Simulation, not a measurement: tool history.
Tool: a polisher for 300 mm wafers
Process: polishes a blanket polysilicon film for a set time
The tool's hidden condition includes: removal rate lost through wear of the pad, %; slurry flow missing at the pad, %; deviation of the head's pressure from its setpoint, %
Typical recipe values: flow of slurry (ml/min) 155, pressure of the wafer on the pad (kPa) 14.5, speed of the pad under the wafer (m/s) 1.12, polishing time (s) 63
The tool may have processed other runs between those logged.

| run | hour | flow of slurry (ml/min) | pressure of the wafer on the pad (kPa) | speed of the pad under the wafer (m/s) | polishing time (s) | wafers since the last listed run | wafers polished on this pad | hours since the slurry nozzle was cleaned | hours since the head pressure was calibrated | incoming thickness of the incoming film, nm | film removed (nm) |
|---|---|---|---|---|---|---|---|---|---|---|---|
| 1 | 0.0 | 155 | 14.5 | 1.12 | 63 | 0 | 618 | 264.7 | 1066.9 | 1584.5 | 375.3 |
| 2 | 57.7 | 155 | 14.5 | 1.12 | 63 | 359 | 977 | 322.4 | 1124.6 | 1583.6 | 366.7 |
|  | 73.3 | worn pad replaced by a new one |
| 3 | 103.3 | 155 | 14.5 | 1.12 | 63 | 259 | 186 | 368.0 | 1170.2 | 1617.9 | 376.3 |
|  | 270.5 | worn pad replaced by a new one |
| 4 | 317.5 | 155 | 14.5 | 1.12 | 63 | 1308 | 292 | 582.2 | 1384.4 | 1610.0 | 380.2 |
| 5 | 344.1 | 155 | 14.5 | 1.12 | 63 | 165 | 458 | 608.8 | 1411.0 | 1609.4 | 374.0 |
|  | 363.4 | head pressure recalibrated |
| 6 | 388.2 | 155 | 14.5 | 1.12 | 63 | 262 | 720 | 652.9 | 24.8 | 1612.2 | 375.0 |
| 7 | 455.5 | 155 | 14.5 | 1.12 | 63 | 419 | 1139 | 720.2 | 92.1 | 1590.0 | 361.5 |
|  | 486.1 | worn pad replaced by a new one |
| 8 | 486.8 | 155 | 14.5 | 1.12 | 68 | 169 | 4 | 751.5 | 123.4 | 1599.6 | 408.8 |
| 9 | 522.9 | 210 | 14.5 | 1.12 | 84 | 224 | 229 | 787.6 | 159.5 | 1600.7 | 527.2 |
|  | 542.1 | slurry nozzle cleaned |
| 10 | 551.7 | 155 | 14.5 | 1.12 | 52 | 173 | 402 | 9.6 | 188.3 | 1568.7 | 308.6 |
| 11 | 608.7 | 110 | 17.2 | 1.12 | 63 | 354 | 757 | 66.6 | 245.3 | 1590.2 | 398.9 |
| 12 | 643.9 | 175 | 14.5 | 1.12 | 63 | 219 | 976 | 101.8 | 280.5 | 1583.6 | 368.5 |
|  | 669.8 | worn pad replaced by a new one |
| 13 | 683.3 | 155 | 11.7 | 0.98 | 75 | 220 | 83 | 141.2 | 319.9 | 1604.2 | 346.9 |
| 14 | 805.5 | 155 | 14.5 | 1.12 | 53 | 760 | 844 | 263.4 | 442.1 | 1617.1 | 307.5 |
| 15 | 842.0 | 155 | 17.2 | 1.12 | 57 | 227 | 1072 | 299.9 | 478.6 | 1592.0 | 381.2 |
|  | 867.9 | worn pad replaced by a new one |
| 16 | 900.8 | 155 | 14.5 | 1.12 | 63 | 341 | 204 | 358.7 | 537.4 | 1614.7 | 377.2 |
| 17 | 956.9 | 155 | 14.5 | 1.12 | 63 | 349 | 554 | 414.8 | 593.5 | 1588.1 | 372.7 |

What the log doesn't show, run by run:
slurry flow missing at the pad, %: 0 across all the runs
deviation of the head's pressure from its setpoint, %: 0 across all the runs
H1: removal rate lost through wear of the pad, %
| run | H1 |
|---|---|
| 1 | 3.06 |
| 2 | 4.68 |
| 3 | 1.6 |
| 4 | 1.65 |
| 5 | 2.39 |
| 6 | 3.62 |
| 7 | 5.5 |
| 8 | 0.715 |
| 9 | 1.72 |
| 10 | 2.53 |
| 11 | 4.12 |
| 12 | 5.1 |
| 13 | 0.405 |
| 14 | 3.82 |
| 15 | 4.84 |
| 16 | 0.997 |
| 17 | 2.56 |

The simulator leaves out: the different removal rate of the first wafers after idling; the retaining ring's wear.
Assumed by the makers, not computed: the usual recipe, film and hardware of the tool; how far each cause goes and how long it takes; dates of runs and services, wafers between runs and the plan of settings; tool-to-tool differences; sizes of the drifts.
